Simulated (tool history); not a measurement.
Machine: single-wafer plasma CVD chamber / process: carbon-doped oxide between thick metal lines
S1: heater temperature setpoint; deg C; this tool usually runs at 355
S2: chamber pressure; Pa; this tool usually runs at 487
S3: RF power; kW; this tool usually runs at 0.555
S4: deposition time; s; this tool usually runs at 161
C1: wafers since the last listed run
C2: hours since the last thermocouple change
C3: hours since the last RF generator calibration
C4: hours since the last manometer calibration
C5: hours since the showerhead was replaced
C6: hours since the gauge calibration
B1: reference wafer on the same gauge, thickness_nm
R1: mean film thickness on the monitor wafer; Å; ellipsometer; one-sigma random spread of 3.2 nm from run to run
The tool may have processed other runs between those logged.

run,hour,S1,S2,S3,S4,C1,C2,C3,C4,C5,C6,B1,R1
1,0.0,355,487,0.555,161,0,2351.3,1050.5,724.8,3015.1,30.3,805.061,7237.33
2,48.5,355,487,0.555,161,487,2399.8,1099.0,773.3,3063.6,78.8,805.197,7253.55
3,106.3,355,459,0.580,161,581,2457.6,1156.8,831.1,3121.4,136.6,805.582,7388.30
4,158.9,355,459,0.580,161,528,2510.2,1209.4,883.7,3174.0,189.2,805.284,7403.41
5,218.9,355,459,0.580,161,603,2570.2,1269.4,943.7,3234.0,249.2,805.547,7340.99
6,255.4,355,487,0.555,142,366,2606.7,1305.9,980.2,3270.5,285.7,805.737,6319.78
# hour 279.6: thermocouple changed; heater temperature recalibrated
# hour 305.8: showerhead replaced
7,332.6,355,487,0.555,142,615,53.0,1383.1,1057.4,26.8,362.9,805.322,6351.77
# hour 357.4: capacitance manometer re-zeroed and calibrated
8,364.2,355,487,0.555,161,237,84.6,1414.7,6.8,58.4,394.5,804.665,7164.07
9,421.3,369,487,0.555,193,574,141.7,1471.8,63.9,115.5,451.6,805.254,8347.33
10,454.6,363,556,0.645,176,334,175.0,1505.1,97.2,148.8,484.9,804.948,8813.27
# hour 530.2: RF generator calibrated
11,530.7,355,487,0.555,161,684,251.1,0.5,173.3,224.9,561.0,805.138,7722.40
12,588.2,355,487,0.555,150,578,308.6,58.0,230.8,282.4,618.5,804.430,7067.21
13,634.3,343,487,0.555,161,463,354.7,104.1,276.9,328.5,664.6,804.932,7834.79
# hour 634.8: gauge calibrated
14,706.2,355,487,0.555,161,722,426.6,176.0,348.8,400.4,71.4,805.077,7500.52
15,755.5,355,487,0.490,161,495,475.9,225.3,398.1,449.7,120.7,804.930,6693.54
16,811.6,348,487,0.555,161,564,532.0,281.4,454.2,505.8,176.8,805.185,7594.00

Give the tool's hidden conditions for every run:
wafer temperature above the value expected at the setpoint (K): 0 on each run
true pressure above the setpoint (%): 0 on each run
gauge reads high (%): 0 on each run
H1: delivered RF power above the setpoint (%)
run,H1
1,-6.97
2,-7.09
3,-7.21
4,-7.31
5,-7.42
6,-7.48
7,-7.59
8,-7.64
9,-7.71
10,-7.75
11,-0.525
12,-1.3
13,-1.86
14,-2.66
15,-3.16
16,-3.68
